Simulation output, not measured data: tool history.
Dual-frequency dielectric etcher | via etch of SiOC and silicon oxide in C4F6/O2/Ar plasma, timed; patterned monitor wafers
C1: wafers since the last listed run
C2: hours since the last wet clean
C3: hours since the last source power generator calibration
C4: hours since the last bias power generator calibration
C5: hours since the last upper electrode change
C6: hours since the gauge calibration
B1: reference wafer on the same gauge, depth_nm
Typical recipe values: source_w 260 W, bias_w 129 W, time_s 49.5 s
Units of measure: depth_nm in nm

run 1 hour=0 | source_w=260 bias_w=129 time_s=39 | C1=0 C2=293 C3=2342.1 C4=4661.3 C5=2594.6 C6=1569.1 | B1=39.27 | depth_nm=32.93
run 2 hour=31.2 | source_w=260 bias_w=129 time_s=49.5 | C1=289 C2=324.2 C3=2373.3 C4=4692.5 C5=2625.8 C6=1600.3 | B1=39.31 | depth_nm=41.94
run 3 hour=56.5 | source_w=260 bias_w=129 time_s=49.5 | C1=234 C2=349.5 C3=2398.6 C4=4717.8 C5=2651.1 C6=1625.6 | B1=39.27 | depth_nm=41.97
-- hour=132.1 wet clean of the chamber
run 4 hour=132.6 | source_w=260 bias_w=129 time_s=49.5 | C1=483 C2=0.5 C3=2474.7 C4=4793.9 C5=2727.2 C6=1701.7 | B1=39.29 | depth_nm=44.08
run 5 hour=154.7 | source_w=260 bias_w=129 time_s=49.5 | C1=204 C2=22.6 C3=2496.8 C4=4816 C5=2749.3 C6=1723.8 | B1=39.3 | depth_nm=43.11
-- hour=170.2 gauge calibrated
run 6 hour=184.7 | source_w=260 bias_w=154 time_s=60 | C1=278 C2=52.6 C3=2526.8 C4=4846 C5=2779.3 C6=14.5 | B1=39.3 | depth_nm=54.54
run 7 hour=246.7 | source_w=260 bias_w=129 time_s=49.5 | C1=574 C2=114.6 C3=2588.8 C4=4908 C5=2841.3 C6=76.5 | B1=39.3 | depth_nm=42.87
-- hour=254.6 source power generator calibrated
run 8 hour=293.3 | source_w=260 bias_w=105 time_s=49.5 | C1=395 C2=161.2 C3=38.7 C4=4954.6 C5=2887.9 C6=123.1 | B1=39.26 | depth_nm=40.98
run 9 hour=339.4 | source_w=320 bias_w=147 time_s=49.5 | C1=427 C2=207.3 C3=84.8 C4=5000.7 C5=2934 C6=169.2 | B1=39.28 | depth_nm=47.03
run 10 hour=406.9 | source_w=280 bias_w=139 time_s=49.5 | C1=625 C2=274.8 C3=152.3 C4=5068.2 C5=3001.5 C6=236.7 | B1=39.28 | depth_nm=44.03
run 11 hour=476 | source_w=260 bias_w=129 time_s=49.5 | C1=640 C2=343.9 C3=221.4 C4=5137.3 C5=3070.6 C6=305.8 | B1=39.32 | depth_nm=41.97
run 12 hour=529 | source_w=260 bias_w=129 time_s=49.5 | C1=491 C2=396.9 C3=274.4 C4=5190.3 C5=3123.6 C6=358.8 | B1=39.31 | depth_nm=41.66
run 13 hour=562.7 | source_w=260 bias_w=129 time_s=35.5 | C1=312 C2=430.6 C3=308.1 C4=5224 C5=3157.3 C6=392.5 | B1=39.34 | depth_nm=29.76
run 14 hour=628.2 | source_w=240 bias_w=156 time_s=49.5 | C1=607 C2=496.1 C3=373.6 C4=5289.5 C5=3222.8 C6=458 | B1=39.28 | depth_nm=41.2
-- hour=662.6 wet clean of the chamber
run 15 hour=663.1 | source_w=210 bias_w=145 time_s=35.5 | C1=101 C2=0.5 C3=408.5 C4=5324.4 C5=3257.7 C6=492.9 | B1=39.27 | depth_nm=29.7
run 16 hour=703.9 | source_w=260 bias_w=129 time_s=49.5 | C1=378 C2=41.3 C3=449.3 C4=5365.2 C5=3298.5 C6=533.7 | B1=39.36 | depth_nm=43.27
-- hour=716.4 bias power generator calibrated
run 17 hour=773.5 | source_w=260 bias_w=129 time_s=49.5 | C1=608 C2=110.9 C3=518.9 C4=57.1 C5=3368.1 C6=603.3 | B1=39.27 | depth_nm=43.14
run 18 hour=808.6 | source_w=260 bias_w=129 time_s=49.5 | C1=325 C2=146 C3=554 C4=92.2 C5=3403.2 C6=638.4 | B1=39.29 | depth_nm=43.47
-- hour=839.6 upper electrode replaced
run 19 hour=840.1 | source_w=260 bias_w=141 time_s=58.5 | C1=69 C2=177.5 C3=585.5 C4=123.7 C5=0.5 C6=669.9 | B1=39.38 | depth_nm=51.51
run 20 hour=892.1 | source_w=260 bias_w=154 time_s=60 | C1=482 C2=229.5 C3=637.5 C4=175.7 C5=52.5 C6=721.9 | B1=39.3 | depth_nm=54.03
run 21 hour=919.8 | source_w=260 bias_w=129 time_s=49.5 | C1=256 C2=257.2 C3=665.2 C4=203.4 C5=80.2 C6=749.6 | B1=39.25 | depth_nm=42.23
run 22 hour=962.8 | source_w=300 bias_w=112 time_s=37 | C1=398 C2=300.2 C3=708.2 C4=246.4 C5=123.2 C6=792.6 | B1=39.27 | depth_nm=33
run 23 hour=999.1 | source_w=220 bias_w=160 time_s=56.5 | C1=336 C2=336.5 C3=744.5 C4=282.7 C5=159.5 C6=828.9 | B1=39.29 | depth_nm=47.21
run 24 hour=1039.6 | source_w=200 bias_w=129 time_s=49.5 | C1=375 C2=377 C3=785 C4=323.2 C5=200 C6=869.4 | B1=39.3 | depth_nm=38.15
run 25 hour=1094.9 | source_w=260 bias_w=129 time_s=49.5 | C1=512 C2=432.3 C3=840.3 C4=378.5 C5=255.3 C6=924.7 | B1=39.3 | depth_nm=41.83
-- hour=1171.6 wet clean of the chamber
run 26 hour=1172.1 | source_w=280 bias_w=139 time_s=36.5 | C1=493 C2=0.5 C3=917.5 C4=455.7 C5=332.5 C6=1001.9 | B1=39.3 | depth_nm=33.61
run 27 hour=1210.8 | source_w=310 bias_w=105 time_s=44 | C1=358 C2=39.2 C3=956.2 C4=494.4 C5=371.2 C6=1040.6 | B1=39.27 | depth_nm=40.36
run 28 hour=1236.1 | source_w=290 bias_w=156 time_s=49.5 | C1=234 C2=64.5 C3=981.5 C4=519.7 C5=396.5 C6=1065.9 | B1=39.35 | depth_nm=47.06
run 29 hour=1287 | source_w=220 bias_w=113 time_s=59 | C1=472 C2=115.4 C3=1032.4 C4=570.6 C5=447.4 C6=1116.8 | B1=39.3 | depth_nm=47.73
run 30 hour=1348.2 | source_w=210 bias_w=117 time_s=49.5 | C1=567 C2=176.6 C3=1093.6 C4=631.8 C5=508.6 C6=1178 | B1=39.25 | depth_nm=39.15

Below, each run's measurement less what the same run would have read without the hidden state. Both values contain the same run-to-run variation, but the gauge's scatter may not be the same in both:
Hidden state present: etch rate over this chamber's usual, %; source power that arrives over what is set, %; bias power that arrives over what is set, %; gauge reads high (%).
run=1 depth_nm=-1.38
run=2 depth_nm=-1.92
run=3 depth_nm=-2.05
run=4 depth_nm=-0.22
run=5 depth_nm=-0.33
run=6 depth_nm=-0.6
run=7 depth_nm=-0.78
run=8 depth_nm=-0.96
run=9 depth_nm=-1.36
run=10 depth_nm=-1.64
run=11 depth_nm=-1.91
run=12 depth_nm=-2.16
run=13 depth_nm=-1.67
run=14 depth_nm=-2.65
run=15 depth_nm=+0.05
run=16 depth_nm=-0.11
run=17 depth_nm=-0.45
run=18 depth_nm=-0.63
run=19 depth_nm=-0.93
run=20 depth_nm=-1.31
run=21 depth_nm=-1.16
run=22 depth_nm=-1.07
run=23 depth_nm=-1.74
run=24 depth_nm=-1.59
run=25 depth_nm=-2.03
run=26 depth_nm=+0.2
run=27 depth_nm=+0.06
run=28 depth_nm=-0.05
run=29 depth_nm=-0.33
run=30 depth_nm=-0.55

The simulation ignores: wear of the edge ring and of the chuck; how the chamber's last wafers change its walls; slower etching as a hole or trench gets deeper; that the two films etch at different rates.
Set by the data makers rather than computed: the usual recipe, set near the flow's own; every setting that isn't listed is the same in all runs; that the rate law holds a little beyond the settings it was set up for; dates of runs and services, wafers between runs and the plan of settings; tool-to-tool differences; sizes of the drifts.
